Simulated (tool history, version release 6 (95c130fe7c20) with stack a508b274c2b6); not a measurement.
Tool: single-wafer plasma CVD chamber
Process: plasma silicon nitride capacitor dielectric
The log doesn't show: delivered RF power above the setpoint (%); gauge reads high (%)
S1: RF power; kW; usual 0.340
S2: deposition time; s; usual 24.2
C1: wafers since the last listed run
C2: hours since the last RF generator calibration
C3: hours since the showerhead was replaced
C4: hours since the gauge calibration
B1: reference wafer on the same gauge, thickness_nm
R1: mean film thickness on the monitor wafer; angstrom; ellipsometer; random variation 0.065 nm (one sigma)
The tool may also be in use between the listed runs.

run    hour     S1    S2    C1     C2      C3      C4      B1      R1
  1     0.0  0.340  22.1     0  363.3  3082.0   956.7  27.785  275.19
  2    59.1  0.380  24.2  2607  422.4  3141.1  1015.8  27.775  311.02
  3   105.9  0.385  24.2  2065  469.2  3187.9  1062.6  27.811  311.55
  4   142.9  0.385  24.2  1632  506.2  3224.9  1099.6  27.827  309.90
  5   213.5  0.375  24.2  3115  576.8  3295.5  1170.2  27.799  307.68
  6   278.6  0.375  24.2  2872  641.9  3360.6  1235.3  27.792  307.55
  7   344.0  0.375  24.2  2885  707.3  3426.0  1300.7  27.807  308.04
  8   402.0  0.340  24.2  2559  765.3  3484.0  1358.7  27.824  299.88
  9   444.9  0.340  24.2  1893  808.2  3526.9  1401.6  27.789  299.70
 10   497.1  0.340  24.2  2303  860.4  3579.1  1453.8  27.807  300.38
 11   526.9  0.340  24.2  1315  890.2  3608.9  1483.6  27.798  299.78
      536.8  -- gauge calibrated
      563.2  -- RF generator calibrated
 12   575.1  0.340  24.2  1773   11.9  3657.1    38.3  27.784  302.48
 13   639.8  0.300  24.2  2855   76.6  3721.8   103.0  27.810  292.09
 14   667.7  0.300  24.2  1231  104.5  3749.7   130.9  27.821  290.82
 15   721.6  0.300  24.2  2378  158.4  3803.6   184.8  27.816  290.84
 16   782.5  0.340  26.3  2687  219.3  3864.5   245.7  27.790  326.99
 17   828.7  0.340  24.2  2038  265.5  3910.7   291.9  27.809  300.02
 18   883.8  0.395  20.7  2431  320.6  3965.8   347.0  27.791  267.76
 19   946.0  0.340  24.2  2744  382.8  4028.0   409.2  27.770  298.30
 20  1010.2  0.340  27.5  2833  447.0  4092.2   473.4  27.798  339.57
 21  1080.3  0.400  19.5  3093  517.1  4162.3   543.5  27.801  251.70
 22  1138.1  0.370  22.9  2550  574.9  4220.1   601.3  27.809  289.33
     1149.6  -- showerhead replaced
 23  1194.5  0.395  24.2  2135  631.3    44.9   657.7  27.797  311.61
 24  1312.8  0.280  20.3  5220  749.6   163.2   776.0  27.814  238.12
     1333.7  -- RF generator calibrated
 25  1340.3  0.280  20.3   860    6.6   190.7   803.5  27.810  241.96
 26  1372.4  0.340  24.2  1416   38.7   222.8   835.6  27.817  303.11
 27  1408.5  0.295  19.6  1593   74.8   258.9   871.7  27.777  235.83
 28  1446.1  0.300  20.7  1659  112.4   296.5   909.3  27.812  249.95
 29  1492.2  0.270  19.4  2034  158.5   342.6   955.4  27.812  226.74
 30  1522.8  0.405  22.9  1350  189.1   373.2   986.0  27.813  298.46
 31  1588.8  0.285  24.2  2912  255.1   439.2  1052.0  27.788  286.56
 32  1635.0  0.320  24.2  2038  301.3   485.4  1098.2  27.805  294.63

Hidden state or all else? Some run-to-run changes of R1, split into what the settings, what came in and random variation would give without the hidden state, and what is left for the hidden state (with any gauge scatter that isn't in both results):
Run 11 -> 12: gauge calibrated, RF generator calibrated. R1 +2.70 angstrom: hidden state +4.62, all else -1.92.
Run 20 -> 21: S1 0.340 -> 0.400, S2 27.5 -> 19.5. R1 -87.87 angstrom: hidden state +1.47, all else -89.34.
Run 23 -> 24: S1 0.395 -> 0.280, S2 24.2 -> 20.3. R1 -73.49 angstrom: hidden state +1.40, all else -74.89.
Run 24 -> 25: RF generator calibrated. R1 +3.84 angstrom: hidden state +4.56, all else -0.72.
Run 29 -> 30: S1 0.270 -> 0.405, S2 19.4 -> 22.9. R1 +71.72 angstrom: hidden state -1.17, all else +72.89.
